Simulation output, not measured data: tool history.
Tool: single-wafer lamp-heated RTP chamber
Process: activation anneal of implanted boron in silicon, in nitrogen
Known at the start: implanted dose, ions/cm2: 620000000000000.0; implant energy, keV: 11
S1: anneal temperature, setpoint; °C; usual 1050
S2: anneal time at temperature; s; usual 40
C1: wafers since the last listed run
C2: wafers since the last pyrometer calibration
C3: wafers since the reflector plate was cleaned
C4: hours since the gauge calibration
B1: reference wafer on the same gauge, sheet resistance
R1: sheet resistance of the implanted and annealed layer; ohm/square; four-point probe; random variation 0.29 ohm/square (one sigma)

run	hour	S1	S2	C1	C2	C3	C4	B1	R1
1	0.0	1050	40	0	5904	4347	394.4	176.89	189.85
2	31.9	1050	40	471	6375	4818	426.3	176.93	189.54
3	74.9	1050	40	634	7010	5453	469.3	177.01	189.42
# hour 106.2: pyrometer window cleaned and pyrometer calibrated
# hour 153.2: reflector plate cleaned
4	273.5	1058	27	2696	2352	1775	667.9	177.03	190.46
5	318.1	1050	40	658	3011	2434	712.5	176.95	190.14
6	373.2	1050	40	813	3824	3247	767.6	177.04	190.51
7	401.0	1050	40	410	4235	3658	795.4	176.99	189.75
8	432.5	1050	40	465	4700	4123	826.9	176.96	190.02
9	477.8	1050	40	668	5369	4792	872.2	176.98	189.55
10	517.7	1050	40	589	5958	5381	912.1	177.16	190.02
11	580.1	1026	30	921	6879	6303	974.5	177.01	193.24
# hour 641.1: reflector plate cleaned
12	670.5	1069	27	1216	8096	434	1064.9	177.03	189.52
# hour 686.9: pyrometer window cleaned and pyrometer calibrated
13	704.1	1070	40	378	254	812	1098.5	177.00	188.50
14	748.3	1050	40	652	907	1464	1142.7	176.95	190.43
15	819.2	1031	52	1046	1954	2511	1213.6	176.94	190.75
16	888.7	1050	40	1026	2980	3538	1283.1	176.95	189.61
17	918.1	1022	20	434	3414	3972	1312.5	176.92	194.58
# hour 1009.4: gauge calibrated
18	1046.6	1050	53	1897	5311	5869	37.2	176.95	188.95
19	1102.4	1050	40	823	6135	6693	93.0	177.01	189.21
# hour 1144.0: reflector plate cleaned
20	1158.5	1064	40	710	6846	214	149.1	177.01	188.51
# hour 1226.9: pyrometer window cleaned and pyrometer calibrated
21	1229.3	1058	40	927	35	1141	219.9	177.03	189.63
22	1284.1	1031	52	809	844	1950	274.7	176.99	191.47
23	1382.1	1035	53	1447	2291	3397	372.7	176.88	190.29

Some steps in R1 between neighbouring runs. How much of each would the tool show without its hidden state too (settings, what came in, random variation), and how much is left for the hidden state, with any gauge scatter that isn't in both results?
The hidden state here: true wafer temperature minus pyrometer reading, K; wafer temperature error from the tarnished reflector plate, K; gauge reads high (%).
Run 12 -> 13: S1 1069 -> 1070, S2 27 -> 40, pyrometer window cleaned and pyrometer calibrated. R1 -1.02 ohm/square: hidden state +0.96, all else -1.98.
Run 16 -> 17: S1 1050 -> 1022, S2 40 -> 20. R1 +4.97 ohm/square: hidden state -0.01, all else +4.98.
Run 17 -> 18: S1 1022 -> 1050, S2 20 -> 53, gauge calibrated. R1 -5.63 ohm/square: hidden state -0.39, all else -5.24.
Run 20 -> 21: S1 1064 -> 1058, pyrometer window cleaned and pyrometer calibrated. R1 +1.12 ohm/square: hidden state +0.89, all else +0.23.
